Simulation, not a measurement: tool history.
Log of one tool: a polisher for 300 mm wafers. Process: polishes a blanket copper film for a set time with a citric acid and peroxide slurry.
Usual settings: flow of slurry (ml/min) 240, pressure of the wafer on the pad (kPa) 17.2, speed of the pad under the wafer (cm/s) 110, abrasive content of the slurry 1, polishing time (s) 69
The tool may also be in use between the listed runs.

run,day,flow of slurry (ml/min),pressure of the wafer on the pad (kPa),speed of the pad under the wafer (cm/s),abrasive content of the slurry,polishing time (s),wafers since the last listed run,wafers polished on this pad,hours since the slurry nozzle was cleaned,hours since the head pressure was calibrated,hours since the slurry blender was calibrated,"incoming thickness of the incoming film, nm",film removed (Å)
1,0,240,17.2,102,1,69,0,4586,629.2,181.5,96.4,1179.3,1338
2,3.975,240,17.2,102,1,69,966,5553,724.6,276.9,191.8,1178.8,1348
# day 5.925: worn pad replaced by a new one
3,5.946,240,17.2,110,1,69,438,4,771.9,324.2,239.1,1175.2,1357
# day 6.054: slurry nozzle cleaned
4,9.633,240,17.2,110,1,69,886,891,85.9,412.7,327.6,1174.9,1358
5,13.321,240,17.2,110,1,69,896,1788,174.4,501.2,416.1,1191.8,1325
6,16.408,200,17.2,110,0.7,56,750,2538,248.5,575.3,490.2,1170.6,943
# day 18.871: head pressure recalibrated
7,19.154,240,22.8,76,0.8,75,647,3186,314.4,6.8,556.1,1178.4,1264
8,21.933,240,17.2,76,1,69,675,3862,381.1,73.5,622.8,1184.6,975
# day 23.129: slurry blender recalibrated
9,25.417,240,17.2,132,1.3,69,826,4688,464.7,157.1,54.9,1200.9,1774
10,29.654,240,17.2,136,1,53,1030,5719,566.4,258.8,156.6,1198.6,1306
# day 32.167: slurry nozzle cleaned
11,33.338,240,17.2,110,1,69,885,6604,28.1,347.2,245,1174.2,1421
# day 36.296: worn pad replaced by a new one
12,37.079,240,14.5,142,1.25,69,869,190,117.9,437,334.8,1188.1,1544
13,41.538,295,17.2,110,1,69,1084,1274,224.9,544,441.8,1182.5,1385
# day 44.592: head pressure recalibrated
14,45.979,240,17.2,110,1,69,1059,2334,331.5,33.3,548.4,1190.6,1320
15,48.233,275,17.2,110,0.85,69,548,2882,385.6,87.4,602.5,1159.4,1276
# day 50.75: slurry blender recalibrated
16,51.592,240,11.7,92,1,69,796,3678,466.2,168,20.2,1171.2,953
17,54.658,240,17.2,110,1,55,745,4424,539.8,241.6,93.8,1184.3,1120
18,56.296,185,20,88,1,92,398,4822,579.1,280.9,133.1,1186.1,1735
# day 60.217: slurry nozzle cleaned
19,60.429,240,17.2,110,1,69,994,5817,5.1,380.1,232.3,1184.7,1364
# day 63.658: worn pad replaced by a new one
20,63.708,240,21.4,110,1,69,756,12,83.8,458.8,311,1154.2,1673
21,66.062,200,17.2,76,1,69,572,584,140.3,515.3,367.5,1187.9,1019
22,68.858,240,17.2,110,0.8,69,679,1264,207.4,582.4,434.6,1177,1307
23,70.708,240,17.2,102,1,69,449,1714,251.8,626.8,479,1174,1264
24,72.904,200,20,110,1.1,51,533,2248,304.5,679.5,531.7,1189,1093
# day 74.925: head pressure recalibrated
# day 75.55: slurry blender recalibrated
25,77.154,240,17.2,122,0.9,69,992,3241,406.5,53.5,38.5,1179.2,1545
26,78.929,240,17.2,110,1,69,431,3672,449.1,96.1,81.1,1172,1415
27,80.458,240,12.4,110,0.9,69,371,4044,485.8,132.8,117.8,1200.2,1107
28,86.029,240,17.2,110,1,69,1354,5399,619.5,266.5,251.5,1174,1434
# day 88.921: worn pad replaced by a new one
29,89.817,190,13.1,110,1.2,83,880,218,710.4,357.4,342.4,1182.5,1348

Forecast each of these 5 alternatives for the next run:
A,89.833,240,17.2,110,1,62,4,222,710.8,357.8,342.8,1179.3,?
B,89.833,280,17.2,110,1.15,89,4,222,710.8,357.8,342.8,1179.3,?
C,89.833,240,17.2,110,0.7,79,4,222,710.8,357.8,342.8,1179.3,?
D,89.833,240,17.2,110,0.9,69,4,222,710.8,357.8,342.8,1179.3,?
E,89.833,300,14.5,110,1,63,4,222,710.8,357.8,342.8,1179.3,?

run,film removed (Å)
A,1203
B,1825
C,1404
D,1305
E,1105
Without the tool's hidden state the same runs would have given:
run,film removed (Å)
A,1276
B,1937
C,1484
D,1382
E,1172

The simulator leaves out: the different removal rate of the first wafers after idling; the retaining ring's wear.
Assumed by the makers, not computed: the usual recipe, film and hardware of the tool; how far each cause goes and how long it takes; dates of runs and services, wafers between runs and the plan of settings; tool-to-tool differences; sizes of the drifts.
